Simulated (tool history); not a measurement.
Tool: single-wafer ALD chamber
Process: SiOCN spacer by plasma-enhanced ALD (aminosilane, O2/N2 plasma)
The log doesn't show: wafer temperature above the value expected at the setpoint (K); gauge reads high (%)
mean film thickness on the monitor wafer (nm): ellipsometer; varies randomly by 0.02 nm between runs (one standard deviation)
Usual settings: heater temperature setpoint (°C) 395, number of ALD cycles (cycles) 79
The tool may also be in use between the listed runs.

run   hour  heater temperature setpoint (°C)  number of ALD cycles (cycles)  wafers since the last listed run  hours since the last thermocouple change  hours since the gauge calibration  read-back reference wafer on the same gauge, thickness_nm  mean film thickness on the monitor wafer (nm)
  1      0                               395                             69                                 0                                    1077.2                              472.2                                                      4.614                                          4.001
       1.8  -- gauge calibrated
  2   22.3                               395                             69                                48                                    1099.5                               20.5                                                      4.611                                          4.056
  3   47.7                               395                             69                                55                                    1124.9                               45.9                                                      4.604                                          4.023
  4   73.9                               395                             88                                57                                    1151.1                               72.1                                                      4.611                                          5.139
  5  101.4                               395                             88                                60                                    1178.6                               99.6                                                      4.611                                          5.127
  6  114.9                               395                             88                                29                                    1192.1                              113.1                                                       4.61                                          5.096
  7  128.9                               395                             79                                30                                    1206.1                              127.1                                                      4.615                                          4.609
  8    156                               395                             79                                59                                    1233.2                              154.2                                                      4.614                                          4.614
  9  187.7                               385                             79                                69                                    1264.9                              185.9                                                      4.609                                          4.591
 10  294.8                               386                             79                               234                                      1372                                293                                                       4.61                                          4.582
 11    315                               395                             79                                44                                    1392.2                              313.2                                                      4.605                                          4.619
 12  344.1                               395                             79                                63                                    1421.3                              342.3                                                      4.609                                          4.621
     380.8  -- thermocouple changed; heater temperature recalibrated
 13  390.4                               380                             73                                83                                       9.6                              388.6                                                      4.611                                          4.278
 14  421.7                               395                             89                                68                                      40.9                              419.9                                                      4.608                                          5.148
 15  447.6                               388                             94                                56                                      66.8                              445.8                                                      4.611                                          5.482
     450.7  -- gauge calibrated
 16  471.2                               395                             79                                51                                      90.4                               20.5                                                      4.606                                          4.599
 17  505.2                               389                             79                                74                                     124.4                               54.5                                                      4.606                                          4.599
 18  609.9                               395                             70                               228                                     229.1                              159.2                                                      4.611                                          4.057
 19  634.6                               395                             79                                54                                     253.8                              183.9                                                      4.607                                          4.593

Forecast each of these 5 alternatives for the next run:
  A  635.2                               395                             79                                 1                                     254.4                              184.5                                                          ?                                              ?
  B  635.2                               399                             66                                 1                                     254.4                              184.5                                                          ?                                              ?
  C  635.2                               405                             72                                 1                                     254.4                              184.5                                                          ?                                              ?
  D  635.2                               391                             79                                 1                                     254.4                              184.5                                                          ?                                              ?
  E  635.2                               386                             88                                 1                                     254.4                              184.5                                                          ?                                              ?

run  read-back reference wafer on the same gauge, thickness_nm  mean film thickness on the monitor wafer (nm)
  A                                                      4.615                                           4.61
  B                                                      4.615                                          3.851
  C                                                      4.615                                          4.121
  D                                                      4.615                                           4.61
  E                                                      4.615                                          5.135
With the hidden condition removed and each run's random variation left untouched, the same runs would have given:
run  mean film thickness on the monitor wafer (nm)
  A                                           4.61
  B                                          3.851
  C                                          4.121
  D                                           4.61
  E                                          5.135
